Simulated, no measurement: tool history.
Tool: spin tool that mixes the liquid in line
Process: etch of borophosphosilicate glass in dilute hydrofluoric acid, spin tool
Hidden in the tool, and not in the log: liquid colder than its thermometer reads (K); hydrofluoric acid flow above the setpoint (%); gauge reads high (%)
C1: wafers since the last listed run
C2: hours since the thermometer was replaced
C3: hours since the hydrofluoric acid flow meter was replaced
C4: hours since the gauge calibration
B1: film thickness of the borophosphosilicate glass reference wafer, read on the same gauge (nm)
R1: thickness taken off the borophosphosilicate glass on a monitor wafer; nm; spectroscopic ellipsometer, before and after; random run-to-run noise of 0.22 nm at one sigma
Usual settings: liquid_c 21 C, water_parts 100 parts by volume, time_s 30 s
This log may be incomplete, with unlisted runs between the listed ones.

run 1 hour=0 | liquid_c=21 water_parts=60 time_s=30 | C1=0 C2=848.8 C3=1585.7 C4=327.8 | B1=50.03 | R1=41.98
run 2 hour=32 | liquid_c=21 water_parts=60 time_s=30 | C1=362 C2=880.8 C3=1617.7 C4=359.8 | B1=49.98 | R1=41.66
-- hour=66.5 thermometer replaced
run 3 hour=71.1 | liquid_c=21 water_parts=60 time_s=30 | C1=431 C2=4.6 C3=1656.8 C4=398.9 | B1=50 | R1=41.96
run 4 hour=86.9 | liquid_c=21 water_parts=100 time_s=30 | C1=178 C2=20.4 C3=1672.6 C4=414.7 | B1=49.99 | R1=23.98
run 5 hour=100.6 | liquid_c=21 water_parts=100 time_s=30 | C1=155 C2=34.1 C3=1686.3 C4=428.4 | B1=50.01 | R1=24.3
run 6 hour=119.1 | liquid_c=21 water_parts=100 time_s=30 | C1=209 C2=52.6 C3=1704.8 C4=446.9 | B1=49.99 | R1=24.29
run 7 hour=152.6 | liquid_c=21 water_parts=100 time_s=30 | C1=379 C2=86.1 C3=1738.3 C4=480.4 | B1=50.01 | R1=24.1
run 8 hour=167.2 | liquid_c=21 water_parts=100 time_s=30 | C1=165 C2=100.7 C3=1752.9 C4=495 | B1=50.06 | R1=24.24
run 9 hour=193 | liquid_c=19.5 water_parts=100 time_s=30 | C1=292 C2=126.5 C3=1778.7 C4=520.8 | B1=50 | R1=22.94
run 10 hour=215.6 | liquid_c=21 water_parts=120 time_s=40 | C1=256 C2=149.1 C3=1801.3 C4=543.4 | B1=49.96 | R1=26.85
-- hour=224 hydrofluoric acid flow meter replaced
run 11 hour=232 | liquid_c=18.5 water_parts=100 time_s=20 | C1=174 C2=165.5 C3=8 C4=559.8 | B1=49.98 | R1=13.54
run 12 hour=250.2 | liquid_c=24.5 water_parts=100 time_s=30 | C1=206 C2=183.7 C3=26.2 C4=578 | B1=49.99 | R1=24.78
run 13 hour=334.9 | liquid_c=21 water_parts=100 time_s=30 | C1=959 C2=268.4 C3=110.9 C4=662.7 | B1=50.03 | R1=22.27
run 14 hour=367.6 | liquid_c=19 water_parts=55 time_s=45 | C1=370 C2=301.1 C3=143.6 C4=695.4 | B1=50.02 | R1=57.95
run 15 hour=396.2 | liquid_c=17 water_parts=145 time_s=15 | C1=323 C2=329.7 C3=172.2 C4=724 | B1=50.01 | R1=6.22
run 16 hour=430.9 | liquid_c=18.5 water_parts=100 time_s=20 | C1=393 C2=364.4 C3=206.9 C4=758.7 | B1=49.99 | R1=13.26
run 17 hour=445.7 | liquid_c=21 water_parts=100 time_s=35 | C1=167 C2=379.2 C3=221.7 C4=773.5 | B1=49.99 | R1=26.04
run 18 hour=470.8 | liquid_c=18.5 water_parts=145 time_s=30 | C1=284 C2=404.3 C3=246.8 C4=798.6 | B1=50.03 | R1=13.41
run 19 hour=488.1 | liquid_c=21 water_parts=65 time_s=15 | C1=195 C2=421.6 C3=264.1 C4=815.9 | B1=50.01 | R1=17.76
run 20 hour=513.9 | liquid_c=21 water_parts=85 time_s=30 | C1=292 C2=447.4 C3=289.9 C4=841.7 | B1=49.99 | R1=27.26
-- hour=517.5 gauge calibrated
run 21 hour=549.4 | liquid_c=21 water_parts=65 time_s=20 | C1=402 C2=482.9 C3=325.4 C4=31.9 | B1=50.01 | R1=23.75
run 22 hour=573.2 | liquid_c=21 water_parts=100 time_s=30 | C1=269 C2=506.7 C3=349.2 C4=55.7 | B1=49.99 | R1=22.87
run 23 hour=595.2 | liquid_c=17 water_parts=100 time_s=35 | C1=249 C2=528.7 C3=371.2 C4=77.7 | B1=49.97 | R1=22.28
run 24 hour=615.7 | liquid_c=21 water_parts=100 time_s=30 | C1=232 C2=549.2 C3=391.7 C4=98.2 | B1=50.02 | R1=22.58
run 25 hour=628.1 | liquid_c=21 water_parts=100 time_s=30 | C1=140 C2=561.6 C3=404.1 C4=110.6 | B1=50 | R1=22.72
run 26 hour=643.8 | liquid_c=25 water_parts=115 time_s=20 | C1=177 C2=577.3 C3=419.8 C4=126.3 | B1=50.05 | R1=15.13
run 27 hour=675.4 | liquid_c=21 water_parts=100 time_s=50 | C1=357 C2=608.9 C3=451.4 C4=157.9 | B1=50.02 | R1=37.75
run 28 hour=705.6 | liquid_c=25.5 water_parts=125 time_s=45 | C1=342 C2=639.1 C3=481.6 C4=188.1 | B1=50 | R1=32.04
run 29 hour=718 | liquid_c=19 water_parts=100 time_s=30 | C1=140 C2=651.5 C3=494 C4=200.5 | B1=49.99 | R1=20.73
run 30 hour=743.2 | liquid_c=18.5 water_parts=145 time_s=30 | C1=285 C2=676.7 C3=519.2 C4=225.7 | B1=50.04 | R1=13.56
run 31 hour=763.8 | liquid_c=18 water_parts=60 time_s=40 | C1=233 C2=697.3 C3=539.8 C4=246.3 | B1=49.94 | R1=47.47
run 32 hour=790.4 | liquid_c=23.5 water_parts=100 time_s=15 | C1=301 C2=723.9 C3=566.4 C4=272.9 | B1=49.98 | R1=12.69

Consider 4 possible next runs. They are alternatives, not a sequence: every one starts from the tool as it was left by run 32. What does each give?
run A hour=790.8 | liquid_c=25 water_parts=100 time_s=30 | C1=4 C2=724.3 C3=566.8 C4=273.3 | B1=? | R1=?
run B hour=790.8 | liquid_c=21 water_parts=120 time_s=20 | C1=4 C2=724.3 C3=566.8 C4=273.3 | B1=? | R1=?
run C hour=790.8 | liquid_c=21 water_parts=130 time_s=25 | C1=4 C2=724.3 C3=566.8 C4=273.3 | B1=? | R1=?
run D hour=790.8 | liquid_c=18 water_parts=150 time_s=45 | C1=4 C2=724.3 C3=566.8 C4=273.3 | B1=? | R1=?

run=A B1=49.96 R1=26.79
run=B B1=49.96 R1=12.4
run=C B1=49.96 R1=14.16
run=D B1=49.96 R1=19.18
With no hidden state in the tool, these same runs would have given:
run=A R1=25.78
run=B R1=11.93
run=C R1=13.62
run=D R1=18.44

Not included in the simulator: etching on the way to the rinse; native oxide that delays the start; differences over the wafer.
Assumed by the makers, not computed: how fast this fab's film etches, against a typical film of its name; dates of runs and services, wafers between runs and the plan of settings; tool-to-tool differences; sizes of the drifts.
